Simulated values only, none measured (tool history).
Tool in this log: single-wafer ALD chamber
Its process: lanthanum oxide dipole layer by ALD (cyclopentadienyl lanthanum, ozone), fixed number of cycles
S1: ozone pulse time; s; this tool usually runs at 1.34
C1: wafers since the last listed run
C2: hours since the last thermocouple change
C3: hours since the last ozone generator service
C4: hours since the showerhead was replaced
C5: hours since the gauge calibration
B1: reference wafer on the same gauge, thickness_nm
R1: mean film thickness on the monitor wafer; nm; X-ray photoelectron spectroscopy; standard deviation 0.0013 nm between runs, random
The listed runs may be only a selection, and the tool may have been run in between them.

{"run": 1, "hour": 0.0, "S1": 1.34, "C1": 0, "C2": 2940.2, "C3": 780.3, "C4": 5800.2, "C5": 117.9, "B1": 0.509, "R1": 0.483}
{"run": 2, "hour": 14.9, "S1": 1.34, "C1": 295, "C2": 2955.1, "C3": 795.2, "C4": 5815.1, "C5": 132.8, "B1": 0.509, "R1": 0.481}
{"run": 3, "hour": 25.9, "S1": 1.34, "C1": 218, "C2": 2966.1, "C3": 806.2, "C4": 5826.1, "C5": 143.8, "B1": 0.509, "R1": 0.481}
{"run": 4, "hour": 37.4, "S1": 1.34, "C1": 228, "C2": 2977.6, "C3": 817.7, "C4": 5837.6, "C5": 155.3, "B1": 0.509, "R1": 0.481}
{"run": 5, "hour": 52.4, "S1": 1.34, "C1": 297, "C2": 2992.6, "C3": 832.7, "C4": 5852.6, "C5": 170.3, "B1": 0.509, "R1": 0.479}
{"run": 6, "hour": 70.0, "S1": 1.34, "C1": 349, "C2": 3010.2, "C3": 850.3, "C4": 5870.2, "C5": 187.9, "B1": 0.508, "R1": 0.475}
{"run": 7, "hour": 78.8, "S1": 1.34, "C1": 174, "C2": 3019.0, "C3": 859.1, "C4": 5879.0, "C5": 196.7, "B1": 0.509, "R1": 0.476}
{"run": 8, "hour": 90.1, "S1": 1.34, "C1": 224, "C2": 3030.3, "C3": 870.4, "C4": 5890.3, "C5": 208.0, "B1": 0.509, "R1": 0.476}
{"run": 9, "hour": 105.9, "S1": 1.55, "C1": 313, "C2": 3046.1, "C3": 886.2, "C4": 5906.1, "C5": 223.8, "B1": 0.509, "R1": 0.502}
{"run": 10, "hour": 114.3, "S1": 1.55, "C1": 166, "C2": 3054.5, "C3": 894.6, "C4": 5914.5, "C5": 232.2, "B1": 0.51, "R1": 0.502}
{"hour": 125.4, "done": "thermocouple changed; heater temperature recalibrated"}
{"run": 11, "hour": 127.0, "S1": 0.93, "C1": 93, "C2": 1.6, "C3": 907.3, "C4": 5927.2, "C5": 244.9, "B1": 0.509, "R1": 0.386}
{"run": 12, "hour": 134.3, "S1": 1.34, "C1": 144, "C2": 8.9, "C3": 914.6, "C4": 5934.5, "C5": 252.2, "B1": 0.509, "R1": 0.474}
{"hour": 145.3, "done": "ozone generator serviced"}
{"run": 13, "hour": 145.8, "S1": 0.81, "C1": 69, "C2": 20.4, "C3": 0.5, "C4": 5946.0, "C5": 263.7, "B1": 0.509, "R1": 0.403}
{"run": 14, "hour": 154.4, "S1": 1.07, "C1": 170, "C2": 29.0, "C3": 9.1, "C4": 5954.6, "C5": 272.3, "B1": 0.509, "R1": 0.472}
{"hour": 167.1, "done": "gauge calibrated"}
{"run": 15, "hour": 169.0, "S1": 1.34, "C1": 289, "C2": 43.6, "C3": 23.7, "C4": 5969.2, "C5": 1.9, "B1": 0.509, "R1": 0.51}
{"hour": 178.6, "done": "showerhead replaced"}
{"run": 16, "hour": 181.1, "S1": 1.52, "C1": 81, "C2": 55.7, "C3": 35.8, "C4": 2.5, "C5": 14.0, "B1": 0.508, "R1": 0.525}
{"run": 17, "hour": 198.6, "S1": 1.34, "C1": 347, "C2": 73.2, "C3": 53.3, "C4": 20.0, "C5": 31.5, "B1": 0.509, "R1": 0.508}
{"run": 18, "hour": 213.5, "S1": 1.49, "C1": 295, "C2": 88.1, "C3": 68.2, "C4": 34.9, "C5": 46.4, "B1": 0.509, "R1": 0.524}
{"run": 19, "hour": 227.0, "S1": 1.71, "C1": 268, "C2": 101.6, "C3": 81.7, "C4": 48.4, "C5": 59.9, "B1": 0.51, "R1": 0.54}
{"run": 20, "hour": 234.3, "S1": 0.94, "C1": 144, "C2": 108.9, "C3": 89.0, "C4": 55.7, "C5": 67.2, "B1": 0.509, "R1": 0.437}

Here are 4 independent what-if runs from the current tool condition. What would each one return?
{"run": "A", "hour": 234.7, "S1": 1.34, "C1": 7, "C2": 109.3, "C3": 89.4, "C4": 56.1, "C5": 67.6, "B1": "?", "R1": "?"}
{"run": "B", "hour": 234.7, "S1": 1.09, "C1": 7, "C2": 109.3, "C3": 89.4, "C4": 56.1, "C5": 67.6, "B1": "?", "R1": "?"}
{"run": "C", "hour": 234.7, "S1": 1.7, "C1": 7, "C2": 109.3, "C3": 89.4, "C4": 56.1, "C5": 67.6, "B1": "?", "R1": "?"}
{"run": "D", "hour": 234.7, "S1": 1.86, "C1": 7, "C2": 109.3, "C3": 89.4, "C4": 56.1, "C5": 67.6, "B1": "?", "R1": "?"}

run=A B1=0.509 R1=0.508
run=B B1=0.509 R1=0.471
run=C B1=0.509 R1=0.536
run=D B1=0.509 R1=0.543
Had the tool no hidden state, the same runs would have come out as:
run=A R1=0.522
run=B R1=0.490
run=C R1=0.544
run=D R1=0.550
